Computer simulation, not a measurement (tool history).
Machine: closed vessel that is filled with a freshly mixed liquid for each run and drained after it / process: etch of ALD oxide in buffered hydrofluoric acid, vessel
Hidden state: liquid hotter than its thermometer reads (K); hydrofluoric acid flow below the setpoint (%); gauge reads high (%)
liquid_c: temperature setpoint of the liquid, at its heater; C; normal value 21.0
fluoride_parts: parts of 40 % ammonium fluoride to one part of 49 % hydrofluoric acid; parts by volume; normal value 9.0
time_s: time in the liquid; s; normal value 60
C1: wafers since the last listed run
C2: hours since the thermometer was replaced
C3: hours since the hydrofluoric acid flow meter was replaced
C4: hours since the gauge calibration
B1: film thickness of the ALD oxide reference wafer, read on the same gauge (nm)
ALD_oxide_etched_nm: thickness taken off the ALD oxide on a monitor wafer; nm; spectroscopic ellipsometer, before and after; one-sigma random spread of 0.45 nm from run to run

Run 1, hour 0.0: usual settings; C1 0; C2 566.3; C3 472.2; C4 538.1; B1 50.00. Result: ALD_oxide_etched_nm 103.31 nm.
Run 2, hour 40.0: usual settings but time_s 40 s; C1 3976; C2 606.3; C3 512.2; C4 578.1; B1 49.99. Result: ALD_oxide_etched_nm 68.12 nm.
Run 3, hour 91.6: usual settings but time_s 40 s; C1 5130; C2 657.9; C3 563.8; C4 629.7; B1 50.01. Result: ALD_oxide_etched_nm 68.41 nm.
Run 4, hour 145.7: usual settings but time_s 40 s; C1 5378; C2 712.0; C3 617.9; C4 683.8; B1 50.00. Result: ALD_oxide_etched_nm 68.06 nm.
Run 5, hour 222.9: usual settings; C1 7675; C2 789.2; C3 695.1; C4 761.0; B1 50.00. Result: ALD_oxide_etched_nm 102.22 nm.
Run 6, hour 315.7: usual settings but fluoride_parts 7.5 parts by volume, time_s 45 s; C1 9226; C2 882.0; C3 787.9; C4 853.8; B1 49.99. Result: ALD_oxide_etched_nm 89.16 nm.
Run 7, hour 391.3: usual settings; C1 7516; C2 957.6; C3 863.5; C4 929.4; B1 49.99. Result: ALD_oxide_etched_nm 100.39 nm.
At hour 454.5: thermometer replaced.
Run 8, hour 487.4: usual settings; C1 9455; C2 32.9; C3 959.6; C4 1025.5; B1 49.97. Result: ALD_oxide_etched_nm 100.24 nm.
At hour 520.0: hydrofluoric acid flow meter replaced.
Run 9, hour 578.3: usual settings but liquid_c 19.0 C, fluoride_parts 10.5 parts by volume, time_s 90 s; C1 8938; C2 123.8; C3 58.3; C4 1116.4; B1 50.00. Result: ALD_oxide_etched_nm 125.79 nm.
Run 10, hour 620.8: usual settings but time_s 30 s; C1 4225; C2 166.3; C3 100.8; C4 1158.9; B1 49.98. Result: ALD_oxide_etched_nm 52.66 nm.
At hour 874.5: gauge calibrated.
Run 11, hour 929.1: usual settings; C1 30652; C2 474.6; C3 409.1; C4 54.6; B1 49.99. Result: ALD_oxide_etched_nm 102.89 nm.
Run 12, hour 978.5: usual settings but fluoride_parts 12.0 parts by volume; C1 4911; C2 524.0; C3 458.5; C4 104.0; B1 49.98. Result: ALD_oxide_etched_nm 79.43 nm.
Run 13, hour 1028.6: usual settings but liquid_c 17.0 C, fluoride_parts 8.0 parts by volume; C1 4981; C2 574.1; C3 508.6; C4 154.1; B1 50.00. Result: ALD_oxide_etched_nm 91.41 nm.
Run 14, hour 1130.4: usual settings but fluoride_parts 6.0 parts by volume, time_s 35 s; C1 10121; C2 675.9; C3 610.4; C4 255.9; B1 50.00. Result: ALD_oxide_etched_nm 88.04 nm.
Run 15, hour 1226.3: usual settings but liquid_c 17.0 C, fluoride_parts 6.0 parts by volume; C1 9534; C2 771.8; C3 706.3; C4 351.8; B1 50.01. Result: ALD_oxide_etched_nm 120.34 nm.
Run 16, hour 1287.3: usual settings but liquid_c 25.0 C, fluoride_parts 7.5 parts by volume, time_s 30 s; C1 6064; C2 832.8; C3 767.3; C4 412.8; B1 50.01. Result: ALD_oxide_etched_nm 74.32 nm.
Run 17, hour 1331.2: usual settings but fluoride_parts 6.0 parts by volume, time_s 35 s; C1 4364; C2 876.7; C3 811.2; C4 456.7; B1 50.00. Result: ALD_oxide_etched_nm 86.29 nm.

Here are 3 independent what-if runs from the current tool condition. What would each one return?
Run A, hour 1331.9: usual settings; C1 69; C2 877.4; C3 811.9; C4 457.4; B1 ?. Result: ALD_oxide_etched_nm ?.
Run B, hour 1331.9: usual settings but liquid_c 22.5 C, fluoride_parts 10.0 parts by volume, time_s 95 s; C1 69; C2 877.4; C3 811.9; C4 457.4; B1 ?. Result: ALD_oxide_etched_nm ?.
Run C, hour 1331.9: usual settings but liquid_c 25.5 C; C1 69; C2 877.4; C3 811.9; C4 457.4; B1 ?. Result: ALD_oxide_etched_nm ?.

run     B1  ALD_oxide_etched_nm
  A  50.00               100.72
  B  50.00               157.44
  C  50.00               128.89
Without the tool's hidden state the same runs would have given:
run  ALD_oxide_etched_nm
  A               106.30
  B               171.13
  C               136.01
